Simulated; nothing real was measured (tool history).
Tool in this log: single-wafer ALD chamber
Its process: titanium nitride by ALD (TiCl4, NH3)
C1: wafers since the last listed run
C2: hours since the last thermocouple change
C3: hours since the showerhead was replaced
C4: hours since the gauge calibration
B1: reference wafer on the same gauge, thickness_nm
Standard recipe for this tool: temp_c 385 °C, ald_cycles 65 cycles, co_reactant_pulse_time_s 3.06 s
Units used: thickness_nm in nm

Run 1, day 0.000: usual settings but temp_c 390 °C, ald_cycles 61 cycles; C1 0; C2 2199.0; C3 3737.6; C4 113.9; B1 1.199. Result: thickness_nm 1.388 nm.
Run 2, day 1.462: usual settings; C1 154; C2 2234.1; C3 3772.7; C4 149.0; B1 1.201. Result: thickness_nm 1.481 nm.
Run 3, day 2.054: usual settings; C1 62; C2 2248.3; C3 3786.9; C4 163.2; B1 1.201. Result: thickness_nm 1.475 nm.
Run 4, day 3.550: usual settings; C1 157; C2 2284.2; C3 3822.8; C4 199.1; B1 1.200. Result: thickness_nm 1.474 nm.
Run 5, day 4.321: usual settings but temp_c 392 °C; C1 81; C2 2302.7; C3 3841.3; C4 217.6; B1 1.200. Result: thickness_nm 1.480 nm.
Run 6, day 5.617: usual settings but temp_c 392 °C; C1 136; C2 2333.8; C3 3872.4; C4 248.7; B1 1.200. Result: thickness_nm 1.477 nm.
Run 7, day 6.262: usual settings but temp_c 392 °C; C1 68; C2 2349.3; C3 3887.9; C4 264.2; B1 1.200. Result: thickness_nm 1.485 nm.
Run 8, day 7.238: usual settings; C1 102; C2 2372.7; C3 3911.3; C4 287.6; B1 1.200. Result: thickness_nm 1.470 nm.
Run 9, day 8.017: usual settings; C1 82; C2 2391.4; C3 3930.0; C4 306.3; B1 1.199. Result: thickness_nm 1.472 nm.
Run 10, day 9.196: usual settings; C1 124; C2 2419.7; C3 3958.3; C4 334.6; B1 1.201. Result: thickness_nm 1.471 nm.
Run 11, day 10.342: usual settings; C1 120; C2 2447.2; C3 3985.8; C4 362.1; B1 1.200. Result: thickness_nm 1.481 nm.
Run 12, day 11.433: usual settings; C1 115; C2 2473.4; C3 4012.0; C4 388.3; B1 1.199. Result: thickness_nm 1.474 nm.
At day 12.879: thermocouple changed; heater temperature recalibrated.
Run 13, day 12.900: usual settings; C1 119; C2 0.5; C3 4047.2; C4 423.5; B1 1.199. Result: thickness_nm 1.477 nm.
Run 14, day 13.912: usual settings; C1 106; C2 24.8; C3 4071.5; C4 447.8; B1 1.200. Result: thickness_nm 1.476 nm.
At day 14.179: gauge calibrated.
Run 15, day 14.838: usual settings but temp_c 395 °C, ald_cycles 57 cycles, co_reactant_pulse_time_s 4.01 s; C1 97; C2 47.0; C3 4093.7; C4 15.8; B1 1.200. Result: thickness_nm 1.308 nm.
Run 16, day 15.442: usual settings but temp_c 373 °C, ald_cycles 59 cycles, co_reactant_pulse_time_s 3.52 s; C1 63; C2 61.5; C3 4108.2; C4 30.3; B1 1.199. Result: thickness_nm 1.340 nm.
At day 16.446: showerhead replaced.
Run 17, day 16.758: usual settings but temp_c 390 °C, co_reactant_pulse_time_s 1.92 s; C1 103; C2 93.1; C3 7.5; C4 61.9; B1 1.199. Result: thickness_nm 1.459 nm.
Run 18, day 18.125: usual settings but co_reactant_pulse_time_s 3.37 s; C1 144; C2 125.9; C3 40.3; C4 94.7; B1 1.199. Result: thickness_nm 1.478 nm.
Run 19, day 18.833: usual settings; C1 74; C2 142.9; C3 57.3; C4 111.7; B1 1.200. Result: thickness_nm 1.473 nm.
Run 20, day 19.438: usual settings; C1 63; C2 157.4; C3 71.8; C4 126.2; B1 1.200. Result: thickness_nm 1.472 nm.
Run 21, day 20.879: usual settings but temp_c 376 °C, ald_cycles 71 cycles; C1 152; C2 192.0; C3 106.4; C4 160.8; B1 1.200. Result: thickness_nm 1.606 nm.
Run 22, day 21.783: usual settings but temp_c 399 °C, ald_cycles 61 cycles, co_reactant_pulse_time_s 4.08 s; C1 95; C2 213.7; C3 128.1; C4 182.5; B1 1.200. Result: thickness_nm 1.400 nm.
Run 23, day 22.967: usual settings; C1 124; C2 242.1; C3 156.5; C4 210.9; B1 1.200. Result: thickness_nm 1.475 nm.
Run 24, day 23.562: usual settings but temp_c 396 °C, ald_cycles 75 cycles, co_reactant_pulse_time_s 3.42 s; C1 62; C2 256.4; C3 170.8; C4 225.2; B1 1.200. Result: thickness_nm 1.706 nm.
Run 25, day 24.583: usual settings but co_reactant_pulse_time_s 2.74 s; C1 107; C2 280.9; C3 195.3; C4 249.7; B1 1.199. Result: thickness_nm 1.468 nm.
Run 26, day 25.275: usual settings; C1 72; C2 297.5; C3 211.9; C4 266.3; B1 1.200. Result: thickness_nm 1.465 nm.
Run 27, day 26.271: usual settings but temp_c 397 °C, ald_cycles 59 cycles, co_reactant_pulse_time_s 2.44 s; C1 105; C2 321.4; C3 235.8; C4 290.2; B1 1.200. Result: thickness_nm 1.341 nm.
Run 28, day 27.521: usual settings but ald_cycles 77 cycles, co_reactant_pulse_time_s 4.00 s; C1 131; C2 351.4; C3 265.8; C4 320.2; B1 1.200. Result: thickness_nm 1.762 nm.
Run 29, day 28.950: usual settings but temp_c 378 °C, ald_cycles 76 cycles, co_reactant_pulse_time_s 2.21 s; C1 150; C2 385.7; C3 300.1; C4 354.5; B1 1.201. Result: thickness_nm 1.705 nm.

Below are 4 alternative next runs, each starting from the tool's condition after run 29. Predict each:
Run A, day 28.975: usual settings but co_reactant_pulse_time_s 4.13 s; C1 2; C2 386.3; C3 300.7; C4 355.1; B1 ?. Result: thickness_nm ?.
Run B, day 28.975: usual settings but ald_cycles 71 cycles; C1 2; C2 386.3; C3 300.7; C4 355.1; B1 ?. Result: thickness_nm ?.
Run C, day 28.975: usual settings but temp_c 373 °C, ald_cycles 70 cycles, co_reactant_pulse_time_s 3.84 s; C1 2; C2 386.3; C3 300.7; C4 355.1; B1 ?. Result: thickness_nm ?.
Run D, day 28.975: usual settings but co_reactant_pulse_time_s 4.26 s; C1 2; C2 386.3; C3 300.7; C4 355.1; B1 ?. Result: thickness_nm ?.

run     B1  thickness_nm
  A  1.200         1.488
  B  1.200         1.612
  C  1.200         1.591
  D  1.200         1.489
What these runs would have given with no unlogged condition in the tool:
run  thickness_nm
  A         1.488
  B         1.612
  C         1.591
  D         1.489

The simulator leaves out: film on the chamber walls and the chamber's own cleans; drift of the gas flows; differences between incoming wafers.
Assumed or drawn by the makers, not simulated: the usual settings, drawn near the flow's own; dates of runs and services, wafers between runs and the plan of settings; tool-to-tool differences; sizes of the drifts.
